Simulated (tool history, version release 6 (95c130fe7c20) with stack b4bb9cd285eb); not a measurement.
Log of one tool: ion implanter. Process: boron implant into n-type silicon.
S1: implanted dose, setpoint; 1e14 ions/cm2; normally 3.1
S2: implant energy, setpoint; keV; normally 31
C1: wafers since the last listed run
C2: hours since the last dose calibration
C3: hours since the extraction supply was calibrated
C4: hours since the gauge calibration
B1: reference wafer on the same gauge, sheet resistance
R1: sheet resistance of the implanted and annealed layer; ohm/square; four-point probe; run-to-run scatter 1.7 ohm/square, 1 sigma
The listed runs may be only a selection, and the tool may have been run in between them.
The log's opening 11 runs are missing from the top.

| run | day | S1 | S2 | C1 | C2 | C3 | C4 | B1 | R1 |
|---|---|---|---|---|---|---|---|---|---|
| 12 | 12.908 | 3.69 | 31 | 346 | 361.5 | 3070.5 | 446.2 | 270.31 | 269.83 |
| 13 | 13.408 | 3.69 | 31 | 313 | 373.5 | 3082.5 | 458.2 | 270.14 | 268.14 |
|  | 14.779 | extraction supply calibrated |
| 14 | 14.8 | 3.1 | 31 | 662 | 406.9 | 0.5 | 491.6 | 270.16 | 307.49 |
| 15 | 15.371 | 3.1 | 31 | 357 | 420.6 | 14.2 | 505.3 | 270.16 | 307.15 |
| 16 | 16.817 | 3.1 | 31 | 905 | 455.3 | 48.9 | 540 | 270.27 | 309.1 |
| 17 | 18.15 | 3.1 | 31 | 834 | 487.3 | 80.9 | 572 | 269.98 | 306.75 |
|  | 19.829 | Faraday cup replaced and dose calibrated |
| 18 | 19.85 | 3.1 | 31 | 855 | 0.5 | 121.7 | 612.8 | 270.04 | 315.28 |
| 19 | 20.188 | 2.78 | 27 | 211 | 8.6 | 129.8 | 620.9 | 270.23 | 352.87 |
| 20 | 23.021 | 2.45 | 37 | 1773 | 76.6 | 197.8 | 688.9 | 269.59 | 376.64 |
| 21 | 24.696 | 3.1 | 34.5 | 1048 | 116.8 | 238 | 729.1 | 269.21 | 314.1 |
| 22 | 25.575 | 2.41 | 36 | 550 | 137.9 | 259.1 | 750.2 | 270.2 | 378.59 |
| 23 | 26.821 | 3.67 | 35.5 | 779 | 167.8 | 289 | 780.1 | 270.54 | 269.72 |
| 24 | 27.796 | 2.29 | 31 | 610 | 191.2 | 312.4 | 803.5 | 270.16 | 398.6 |
|  | 27.908 | gauge calibrated |
| 25 | 29.246 | 2.64 | 24.5 | 907 | 226 | 347.2 | 32.1 | 270.55 | 366.24 |
| 26 | 30.262 | 2.46 | 24.5 | 636 | 250.4 | 371.6 | 56.5 | 269.51 | 388.36 |
| 27 | 31.85 | 2.35 | 28.5 | 993 | 288.5 | 409.7 | 94.6 | 270.16 | 395.64 |
| 28 | 32.442 | 3.1 | 31 | 370 | 302.7 | 423.9 | 108.8 | 269.98 | 310.86 |
| 29 | 33.454 | 3.49 | 22 | 633 | 327 | 448.2 | 133.1 | 270.04 | 292.67 |
| 30 | 34.733 | 3.1 | 24.5 | 800 | 357.7 | 478.9 | 163.8 | 269.72 | 318.16 |
| 31 | 35.354 | 2.29 | 23.5 | 388 | 372.6 | 493.8 | 178.7 | 269.95 | 404.88 |
| 32 | 36.746 | 3.1 | 31 | 871 | 406 | 527.2 | 212.1 | 269.93 | 307.7 |
| 33 | 37.6 | 3.1 | 31 | 534 | 426.5 | 547.7 | 232.6 | 270.27 | 305.19 |
| 34 | 38.154 | 2.79 | 24 | 346 | 439.8 | 561 | 245.9 | 270.78 | 347.22 |
| 35 | 38.867 | 3.34 | 27 | 446 | 456.9 | 578.1 | 263 | 270.69 | 294.95 |

Predict each of these 4 candidate next runs independently; none follows another, all start after run 35:
| A | 38.883 | 3.1 | 39 | 10 | 457.3 | 578.5 | 263.4 | ? | ? |
| B | 38.883 | 2.71 | 36.5 | 10 | 457.3 | 578.5 | 263.4 | ? | ? |
| C | 38.883 | 3.75 | 28 | 10 | 457.3 | 578.5 | 263.4 | ? | ? |
| D | 38.883 | 2.63 | 35 | 10 | 457.3 | 578.5 | 263.4 | ? | ? |

| run | B1 | R1 |
|---|---|---|
| A | 270.01 | 299.3 |
| B | 270.01 | 335.96 |
| C | 270.01 | 265.77 |
| D | 270.01 | 345.73 |
The same runs, with their run-to-run variation unchanged, on a tool lacking any hidden condition would have given:
| run | R1 |
|---|---|
| A | 307.15 |
| B | 344.66 |
| C | 272.81 |
| D | 354.67 |
